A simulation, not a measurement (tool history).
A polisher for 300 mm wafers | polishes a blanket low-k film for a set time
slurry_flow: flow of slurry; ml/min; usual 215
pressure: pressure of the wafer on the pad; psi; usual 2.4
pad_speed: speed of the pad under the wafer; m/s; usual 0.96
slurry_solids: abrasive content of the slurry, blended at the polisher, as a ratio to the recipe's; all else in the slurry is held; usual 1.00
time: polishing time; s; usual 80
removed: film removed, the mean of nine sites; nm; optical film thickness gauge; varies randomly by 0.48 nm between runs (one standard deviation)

run,hour,slurry_flow,pressure,pad_speed,slurry_solids,time,"incoming thickness of the incoming film, nm",removed
1,0.0,215,2.6,0.96,1.00,80,342.9,38.0
2,15.4,215,2.4,0.96,0.85,96,337.6,39.8
# hour 39.1: slurry blender recalibrated
3,39.6,215,2.4,0.96,1.00,80,340.8,39.6
4,74.4,215,2.4,0.96,1.00,80,336.7,37.8
5,96.6,215,2.4,0.96,1.00,80,343.5,37.6
6,129.9,215,2.4,0.96,1.00,80,342.3,36.6
# hour 140.6: worn pad replaced by a new one
# hour 146.6: conditioning disc replaced and pad reconditioned
7,151.9,215,2.7,0.96,1.00,80,339.8,39.9
8,173.5,215,2.4,0.96,1.00,80,341.0,36.7
9,186.6,215,2.4,0.96,1.00,80,342.2,35.5
10,202.9,215,2.4,0.82,1.00,99,341.0,39.9
11,235.8,245,2.1,0.96,1.10,64,336.2,27.3
# hour 250.5: slurry blender recalibrated
12,257.6,215,2.6,1.08,1.00,94,345.3,54.3
13,278.6,185,2.9,1.14,1.00,64,341.0,41.1
# hour 295.9: head pressure recalibrated
14,305.8,245,3.2,0.96,1.00,80,337.2,49.0
15,361.2,215,2.4,0.96,1.00,80,343.7,37.0
16,393.1,215,2.4,0.96,1.00,80,337.0,35.9
17,418.6,215,2.4,0.96,1.00,80,340.0,35.7
# hour 441.4: slurry blender recalibrated
# hour 447.1: worn pad replaced by a new one
# hour 449.4: conditioning disc replaced and pad reconditioned
18,453.6,280,2.4,0.96,1.00,80,337.1,40.2
19,471.0,185,2.9,1.14,1.00,64,337.4,39.8
20,489.1,215,3.1,1.26,1.00,63,337.4,45.4
21,516.8,215,2.4,0.96,1.00,80,338.6,36.8
22,538.1,155,2.4,0.96,1.00,80,339.6,34.7
23,571.8,215,2.4,1.16,1.00,92,342.2,48.4
24,587.7,215,2.4,0.96,1.10,80,341.3,36.9
25,603.0,170,2.4,0.84,1.00,80,337.9,30.6
26,636.6,235,2.4,0.96,1.00,80,342.7,35.6

4 ways to go on from here, each from the tool as it stands after run 26. What would each give?
A,637.1,145,2.4,0.96,1.00,80,341.8,?
B,637.1,215,2.4,1.20,1.00,80,341.8,?
C,637.1,160,2.0,0.96,1.00,80,341.8,?
D,637.1,260,3.0,1.16,1.00,69,341.8,?

run,removed
A,32.4
B,41.2
C,28.5
D,42.8
Without the tool's hidden state the same runs would have given:
run,removed
A,37.5
B,47.6
C,33.0
D,49.4
